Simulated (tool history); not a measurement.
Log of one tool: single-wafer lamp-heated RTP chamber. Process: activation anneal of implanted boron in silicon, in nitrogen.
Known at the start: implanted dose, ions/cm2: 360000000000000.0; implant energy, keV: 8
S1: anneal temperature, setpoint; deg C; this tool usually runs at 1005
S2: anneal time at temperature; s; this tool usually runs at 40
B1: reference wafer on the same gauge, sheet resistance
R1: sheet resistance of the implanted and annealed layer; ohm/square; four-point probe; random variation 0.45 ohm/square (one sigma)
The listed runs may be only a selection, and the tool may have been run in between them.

run	hour	S1	S2	B1	R1
1	0	1005	40	295.99	298.82
2	35.3	1005	40	295.92	299.3
3	44.7	1016	27	295.96	299.92
4	59.1	1016	27	295.96	299.85
5	72.7	1016	27	295.99	299.35
6	84.9	1013	40	295.96	297.23
7	98.3	1013	40	296.03	298.12
8	108.7	1013	40	296.07	298.12
9	121.3	1005	40	295.96	299.81
# hour 140.2: reflector plate cleaned
10	140.7	1005	40	295.99	300.56
11	147.9	1005	40	296.15	298.89
# hour 149.9: gauge calibrated
12	157.1	1005	40	295.96	299.38
13	164.8	1005	40	295.97	299.3
14	174.5	1005	40	295.99	298.9
15	183.5	1005	24	295.99	301.01
16	197.7	1016	27	295.98	299.17
17	206.5	1013	40	296.01	298.82
18	221.3	1014	19	296.04	301
19	235.3	1005	18	295.96	301.92
20	247.1	1005	54	296.04	298.76
21	253.5	1029	27	296.07	297.99
22	269.1	1005	22	295.95	302.04
# hour 287: pyrometer window cleaned and pyrometer calibrated
23	318.2	1005	40	296.03	299.74
24	328.9	1020	16	296.12	301.05
25	344.9	1005	40	296.07	299.84
26	355.1	1029	21	295.91	298.7
# hour 368.6: gauge calibrated
27	368.7	1025	40	296.03	296.39
28	376.8	984	40	295.93	304.41
29	393.1	1005	40	296.03	299
30	402.9	980	47	296.03	306.19

The tool's hidden state at each run:
true wafer temperature minus pyrometer reading, K: 0, the same for each run
wafer temperature error from the tarnished reflector plate, K: 0, the same for each run
gauge reads high (%): 0, the same for each run
